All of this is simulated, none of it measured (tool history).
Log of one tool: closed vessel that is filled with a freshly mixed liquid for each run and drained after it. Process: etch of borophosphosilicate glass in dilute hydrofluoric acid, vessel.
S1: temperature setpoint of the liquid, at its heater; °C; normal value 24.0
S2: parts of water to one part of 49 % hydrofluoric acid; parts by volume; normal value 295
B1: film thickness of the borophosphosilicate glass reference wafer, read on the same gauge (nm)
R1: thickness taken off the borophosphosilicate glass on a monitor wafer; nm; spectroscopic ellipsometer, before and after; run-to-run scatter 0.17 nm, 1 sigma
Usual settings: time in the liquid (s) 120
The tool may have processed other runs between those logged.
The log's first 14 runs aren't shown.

At hour 1133.6: thermometer replaced.
At hour 1138.8: gauge calibrated.
Run 15, hour 1147.1: usual settings; B1 39.98. Result: R1 18.33 nm.
Run 16, hour 1246.7: usual settings but S1 25.5 °C, S2 440 parts by volume, time in the liquid (s) 185; B1 40.01. Result: R1 17.52 nm.
Run 17, hour 1301.9: usual settings; B1 39.99. Result: R1 18.46 nm.
At hour 1310.4: hydrofluoric acid flow meter replaced.
Run 18, hour 1363.9: usual settings but S1 20.0 °C; B1 39.99. Result: R1 15.58 nm.
Run 19, hour 1421.9: usual settings but S1 19.5 °C, S2 340 parts by volume; B1 40.02. Result: R1 13.05 nm.
Run 20, hour 1515.7: usual settings but S1 27.0 °C, S2 410 parts by volume; B1 39.98. Result: R1 12.89 nm.
Run 21, hour 1603.5: usual settings but S1 27.0 °C, S2 425 parts by volume, time in the liquid (s) 170; B1 39.99. Result: R1 17.11 nm.
Run 22, hour 1699.4: usual settings but S1 28.0 °C, S2 245 parts by volume, time in the liquid (s) 175; B1 39.97. Result: R1 38.38 nm.
Run 23, hour 1785.8: usual settings; B1 40.00. Result: R1 17.77 nm.
Run 24, hour 1869.2: usual settings but S1 27.0 °C, S2 410 parts by volume; B1 40.00. Result: R1 12.58 nm.
Run 25, hour 1972.2: usual settings but S1 21.0 °C, time in the liquid (s) 180; B1 40.01. Result: R1 24.17 nm.

The next listed run, before its measurement:
Run 26, hour 2072.1: usual settings but S1 25.5 °C, S2 390 parts by volume, time in the liquid (s) 95; B1 ?. Result: R1 ?.

{"run 26": {"B1": 40.02, "R1": 10.32}}
Had the tool carried no hidden state, the very same run would have given R1 10.70 nm.

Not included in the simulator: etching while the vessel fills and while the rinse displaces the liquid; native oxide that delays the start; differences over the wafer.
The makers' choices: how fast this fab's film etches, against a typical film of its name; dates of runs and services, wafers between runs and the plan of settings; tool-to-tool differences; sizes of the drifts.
